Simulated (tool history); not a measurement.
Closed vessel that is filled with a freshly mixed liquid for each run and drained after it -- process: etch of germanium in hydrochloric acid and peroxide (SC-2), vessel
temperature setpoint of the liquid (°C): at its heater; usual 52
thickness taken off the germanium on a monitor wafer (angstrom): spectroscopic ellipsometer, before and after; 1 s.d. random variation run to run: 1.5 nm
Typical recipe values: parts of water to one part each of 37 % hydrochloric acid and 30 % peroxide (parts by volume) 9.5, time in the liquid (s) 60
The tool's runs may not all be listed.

run    hour  temperature setpoint of the liquid (°C)  parts of water to one part each of 37 % hydrochloric acid and 30 % peroxide (parts by volume)  time in the liquid (s)  read-back film thickness of the germanium reference wafer, read on the same gauge (nm)  thickness taken off the germanium on a monitor wafer (angstrom)
  1       0                                       52                                                                                            9.5                      60                                                                                   77.49                                                           1592.7
  2    47.2                                       52                                                                                            9.5                      60                                                                                   77.44                                                           1579.9
  3    86.9                                       52                                                                                            9.5                      60                                                                                   77.41                                                           1575.9
  4   132.7                                       52                                                                                           12.5                      60                                                                                   77.34                                                           1540.4
  5   196.7                                       52                                                                                           12.5                      60                                                                                   77.32                                                           1528.4
  6   257.4                                       52                                                                                            9.5                      60                                                                                   77.28                                                           1589.1
      272.2  -- gauge calibrated
  7   291.5                                       52                                                                                            9.5                      60                                                                                   80.14                                                           1656.1
  8   343.3                                       52                                                                                            9.5                      60                                                                                   79.68                                                           1599.2
      364.3  -- chemicals flow meter replaced
  9   374.8                                       52                                                                                            9.5                      75                                                                                   79.43                                                           2040.5
 10   426.5                                       52                                                                                            9.5                      75                                                                                   79.07                                                           2016.2
 11   476.7                                       52                                                                                            9.5                      60                                                                                   78.81                                                           1616.9
 12   533.7                                       52                                                                                            9.5                      60                                                                                   78.56                                                           1594.4
 13   558.9                                     45.5                                                                                           13.5                      60                                                                                   78.43                                                           1245.8
 14     620                                       52                                                                                            9.5                      60                                                                                   78.19                                                           1598.5
 15   646.5                                     44.5                                                                                           14.5                      70                                                                                   78.09                                                           1393.6
 16   691.8                                       52                                                                                            9.5                      60                                                                                   77.98                                                           1604.8
      713.6  -- new drum of peroxide connected
 17   717.9                                     46.5                                                                                              7                      95                                                                                   77.88                                                             2142
 18   747.9                                       62                                                                                             14                      60                                                                                   77.85                                                           2045.6
 19   781.7                                       46                                                                                            9.5                      60                                                                                   77.74                                                             1312
      803.1  -- thermometer replaced
 20   830.1                                     57.5                                                                                              8                      90                                                                                   77.64                                                           2872.9
 21   888.6                                     55.5                                                                                             11                      40                                                                                   77.56                                                           1160.3
      913.9  -- chemicals flow meter replaced
 22   916.7                                     47.5                                                                                            9.5                      60                                                                                   77.52                                                           1361.7
 23   991.1                                     59.5                                                                                            9.5                      40                                                                                   77.47                                                           1336.1
 24  1029.9                                       43                                                                                           11.5                      30                                                                                   77.42                                                            577.2
 25  1094.5                                       52                                                                                            9.5                      30                                                                                   77.35                                                            770.4
 26  1130.7                                     57.5                                                                                             13                      40                                                                                   77.34                                                           1168.2
     1193.4  -- gauge calibrated
 27  1201.4                                     49.5                                                                                            9.5                      85                                                                                   80.24                                                           2110.9
 28  1236.3                                       52                                                                                            9.5                      60                                                                                   79.91                                                           1606.4
 29  1294.4                                       57                                                                                            9.5                      45                                                                                   79.44                                                           1413.3
 30  1321.6                                       52                                                                                            9.5                      60                                                                                   79.25                                                           1618.1
 31  1359.2                                       59                                                                                              7                      60                                                                                   78.98                                                           2025.6

Each row is a separate what-if for the run after 31, all from the same tool condition, not one after another. Results?
  A  1359.9                                       52                                                                                            9.5                      60                                                                                       ?                                                                ?
  B  1359.9                                       52                                                                                            9.5                      90                                                                                       ?                                                                ?
  C  1359.9                                       52                                                                                            9.5                      40                                                                                       ?                                                                ?

run  read-back film thickness of the germanium reference wafer, read on the same gauge (nm)  thickness taken off the germanium on a monitor wafer (angstrom)
  A                                                                                   78.98                                                           1590.6
  B                                                                                   78.98                                                           2385.8
  C                                                                                   78.98                                                           1060.4
Without the tool's unlogged condition, the same runs would have read:
run  thickness taken off the germanium on a monitor wafer (angstrom)
  A                                                           1610.6
  B                                                           2415.9
  C                                                           1073.7

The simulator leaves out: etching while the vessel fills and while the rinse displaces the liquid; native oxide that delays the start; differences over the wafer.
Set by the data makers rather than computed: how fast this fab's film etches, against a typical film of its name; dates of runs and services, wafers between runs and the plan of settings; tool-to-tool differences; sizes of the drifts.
